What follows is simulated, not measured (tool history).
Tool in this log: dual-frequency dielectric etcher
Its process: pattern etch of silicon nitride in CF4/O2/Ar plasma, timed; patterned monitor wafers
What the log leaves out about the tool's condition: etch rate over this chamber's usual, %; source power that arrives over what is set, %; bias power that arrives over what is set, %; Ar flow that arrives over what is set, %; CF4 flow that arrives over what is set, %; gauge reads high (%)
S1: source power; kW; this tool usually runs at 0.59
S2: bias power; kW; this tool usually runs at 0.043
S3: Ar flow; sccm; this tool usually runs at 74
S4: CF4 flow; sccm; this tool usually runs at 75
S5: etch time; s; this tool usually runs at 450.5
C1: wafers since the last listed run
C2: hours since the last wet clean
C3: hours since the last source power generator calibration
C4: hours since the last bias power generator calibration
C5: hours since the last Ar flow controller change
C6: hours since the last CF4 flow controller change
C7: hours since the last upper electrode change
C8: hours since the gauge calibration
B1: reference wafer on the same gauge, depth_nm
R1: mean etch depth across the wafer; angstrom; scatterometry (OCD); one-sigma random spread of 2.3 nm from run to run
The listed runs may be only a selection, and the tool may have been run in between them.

run    hour    S1     S2  S3  S4     S5   C1     C2      C3      C4      C5      C6      C7      C8      B1     R1
  1       0  0.59  0.043  74  75  450.5    0  523.6  2839.2    3183  2285.6  3799.3  3947.6  1744.8  1151.5  10164
       27.9  -- wet clean of the chamber
  2    40.9  0.59  0.043  74  69  450.5   60     13  2880.1  3223.9  2326.5  3840.2  3988.5  1785.7  1151.5  10116
  3    95.3  0.47  0.043  83  75  450.5  194   67.4  2934.5  3278.3  2380.9  3894.6  4042.9  1840.1  1153.1   8443
  4   132.1  0.59  0.043  74  75  450.5  131  104.2  2971.3  3315.1  2417.7  3931.4  4079.7  1876.9  1151.8  10166
      199.1  -- upper electrode replaced
  5     226  0.59  0.043  74  75  450.5  250  198.1  3065.2    3409  2511.6  4025.3    26.9  1970.8  1152.9  10166
      240.5  -- gauge calibrated
      243.7  -- Ar flow controller replaced
  6   294.9  0.59  0.043  74  75  369.5  225    267  3134.1  3477.9    51.2  4094.2    95.8    54.4  1124.9   8173
  7   401.9  0.59  0.043  74  75  450.5  383    374  3241.1  3584.9   158.2  4201.2   202.8   161.4  1129.8   9936
  8   452.7  0.59  0.043  74  75  450.5  182  424.8  3291.9  3635.7     209    4252   253.6   212.2  1131.5   9951
      539.1  -- wet clean of the chamber
  9   539.6  0.59  0.043  74  75  450.5  225    0.5  3378.8  3722.6   295.9  4338.9   340.5   299.1  1133.8  10016
      586.5  -- CF4 flow controller replaced
 10   813.6  0.59  0.038  83  80  450.5  960  274.5  3652.8  3996.6   569.9   227.1   614.5   573.1  1141.4   9638
 11   903.5  0.59  0.043  74  75  450.5  322  364.4  3742.7  4086.5   659.8     317   704.4     663  1141.4  10094
 12   949.8  0.59  0.043  74  75  450.5  165  410.7    3789  4132.8   706.1   363.3   750.7   709.3  1143.1  10079
      954.2  -- bias power generator calibrated
 13  1045.9  0.65  0.035  74  91  540.5  330  506.8  3885.1    91.7   802.2   459.4   846.8   805.4  1144.7  12741
 14  1088.7   0.7  0.043  61  75  450.5  153  549.6  3927.9   134.5     845   502.2   889.6   848.2  1144.8  11916
     1129.7  -- wet clean of the chamber
     1233.1  -- source power generator calibrated
 15  1379.1  0.59  0.037  90  75  450.5  940  249.4     146   424.9  1135.4   792.6    1180  1138.6  1147.5   9399
 16  1476.7   0.5  0.043  74  75  318.5  349    347   243.6   522.5    1233   890.2  1277.6  1236.2  1148.4   6346
 17  1567.7  0.59  0.043  74  65    512  326    438   334.6   613.5    1324   981.2  1368.6  1327.2  1148.8  11317
 18  1626.5  0.59  0.043  74  75  450.5  210  496.8   393.4   672.3  1382.8    1040  1427.4    1386  1149.2  10148
     1725.6  -- wet clean of the chamber
 19  1726.1  0.59  0.043  88  61  450.5  270    0.5     493   771.9  1482.4  1139.6    1527  1485.6  1149.6   9544
 20  1798.9  0.55  0.043  74  75  572.5  260   73.3   565.8   844.7  1555.2  1212.4  1599.8  1558.4    1149  12249

For each entry between runs, how does the tool's hidden state at the last listed run before it compare with that at the first listed run after it?
In the gap between runs 1 and 2: wet clean of the chamber (hour 27.9)
  gauge reads high (%): 2.52 -> 2.53
  measured less the result without the state, R1: +250 -> +250 angstrom
In the gap between runs 4 and 5: upper electrode replaced (hour 199.1)
  gauge reads high (%): 2.56 -> 2.58
  measured less the result without the state, R1: +254 -> +256 angstrom
In the gap between runs 5 and 6: gauge calibrated (hour 240.5); Ar flow controller replaced (hour 243.7)
  gauge reads high (%): 2.58 -> 0.195
  measured less the result without the state, R1: +256 -> +16 angstrom
In the gap between runs 8 and 9: wet clean of the chamber (hour 539.1)
  gauge reads high (%): 0.694 -> 0.922
  measured less the result without the state, R1: +69 -> +91 angstrom
In the gap between runs 9 and 10: CF4 flow controller replaced (hour 586.5)
  gauge reads high (%): 0.922 -> 1.47
  measured less the result without the state, R1: +91 -> +140 angstrom
In the gap between runs 12 and 13: bias power generator calibrated (hour 954.2)
  gauge reads high (%): 1.67 -> 1.79
  measured less the result without the state, R1: +166 -> +224 angstrom
In the gap between runs 14 and 15: wet clean of the chamber (hour 1129.7); source power generator calibrated (hour 1233.1)
  gauge reads high (%): 1.84 -> 2.09
  measured less the result without the state, R1: +215 -> +193 angstrom
In the gap between runs 18 and 19: wet clean of the chamber (hour 1725.6)
  gauge reads high (%): 2.23 -> 2.27
  measured less the result without the state, R1: +221 -> +212 angstrom
